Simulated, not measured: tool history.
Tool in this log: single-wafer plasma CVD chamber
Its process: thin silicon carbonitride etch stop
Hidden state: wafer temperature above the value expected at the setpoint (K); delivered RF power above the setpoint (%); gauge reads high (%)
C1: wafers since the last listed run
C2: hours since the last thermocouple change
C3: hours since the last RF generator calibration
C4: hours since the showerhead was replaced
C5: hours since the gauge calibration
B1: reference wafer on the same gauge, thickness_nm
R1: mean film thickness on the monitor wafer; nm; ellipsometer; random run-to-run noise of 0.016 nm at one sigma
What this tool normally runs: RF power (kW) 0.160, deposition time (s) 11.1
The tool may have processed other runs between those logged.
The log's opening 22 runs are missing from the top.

Run 23, day 68.746: usual settings but RF power (kW) 0.140; C1 1975; C2 2618.7; C3 359.5; C4 2777.7; C5 934.9; B1 4.690. Result: R1 5.368 nm.
Run 24, day 72.471: usual settings; C1 2889; C2 2708.1; C3 448.9; C4 2867.1; C5 1024.3; B1 4.694. Result: R1 5.604 nm.
At day 73.404: thermocouple changed; heater temperature recalibrated.
Run 25, day 75.167: usual settings but RF power (kW) 0.145, deposition time (s) 12.7; C1 1832; C2 42.3; C3 513.6; C4 2931.8; C5 1089.0; B1 4.692. Result: R1 6.210 nm.
Run 26, day 79.375: usual settings but RF power (kW) 0.190, deposition time (s) 10.1; C1 3264; C2 143.3; C3 614.6; C4 3032.8; C5 1190.0; B1 4.702. Result: R1 5.327 nm.
Run 27, day 82.725: usual settings; C1 2599; C2 223.7; C3 695.0; C4 3113.2; C5 1270.4; B1 4.704. Result: R1 5.591 nm.
Run 28, day 86.783: usual settings but deposition time (s) 12.1; C1 3148; C2 321.1; C3 792.4; C4 3210.6; C5 1367.8; B1 4.714. Result: R1 6.098 nm.
At day 88.862: showerhead replaced.
Run 29, day 89.175: usual settings but RF power (kW) 0.185, deposition time (s) 9.9; C1 1596; C2 378.5; C3 849.8; C4 7.5; C5 1425.2; B1 4.716. Result: R1 5.206 nm.
Run 30, day 91.062: usual settings but RF power (kW) 0.185; C1 1464; C2 423.8; C3 895.1; C4 52.8; C5 1470.5; B1 4.720. Result: R1 5.818 nm.
Run 31, day 95.450: usual settings; C1 3403; C2 529.1; C3 1000.4; C4 158.1; C5 1575.8; B1 4.727. Result: R1 5.602 nm.
Run 32, day 97.996: usual settings but RF power (kW) 0.185, deposition time (s) 9.1; C1 1975; C2 590.2; C3 1061.5; C4 219.2; C5 1636.9; B1 4.732. Result: R1 4.802 nm.
Run 33, day 101.317: usual settings but RF power (kW) 0.175, deposition time (s) 8.9; C1 2576; C2 669.9; C3 1141.2; C4 298.9; C5 1716.6; B1 4.739. Result: R1 4.639 nm.
Run 34, day 113.333: usual settings; C1 9322; C2 958.3; C3 1429.6; C4 587.3; C5 2005.0; B1 4.764. Result: R1 5.636 nm.
Run 35, day 119.162: usual settings but RF power (kW) 0.145; C1 4522; C2 1098.2; C3 1569.5; C4 727.2; C5 2144.9; B1 4.774. Result: R1 5.534 nm.

4 ways to go on from here, each from the tool as it stands after run 35. What would each give?
Run A, day 119.179: usual settings; C1 12; C2 1098.6; C3 1569.9; C4 727.6; C5 2145.3; B1 ?. Result: R1 ?.
Run B, day 119.179: usual settings but RF power (kW) 0.130, deposition time (s) 13.2; C1 12; C2 1098.6; C3 1569.9; C4 727.6; C5 2145.3; B1 ?. Result: R1 ?.
Run C, day 119.179: usual settings but deposition time (s) 10.5; C1 12; C2 1098.6; C3 1569.9; C4 727.6; C5 2145.3; B1 ?. Result: R1 ?.
Run D, day 119.179: usual settings but deposition time (s) 9.1; C1 12; C2 1098.6; C3 1569.9; C4 727.6; C5 2145.3; B1 ?. Result: R1 ?.

run     B1     R1
  A  4.774  5.689
  B  4.774  6.393
  C  4.774  5.382
  D  4.774  4.664
Had the tool no hidden state, the same runs would have come out as:
run     R1
  A  5.564
  B  6.252
  C  5.263
  D  4.561

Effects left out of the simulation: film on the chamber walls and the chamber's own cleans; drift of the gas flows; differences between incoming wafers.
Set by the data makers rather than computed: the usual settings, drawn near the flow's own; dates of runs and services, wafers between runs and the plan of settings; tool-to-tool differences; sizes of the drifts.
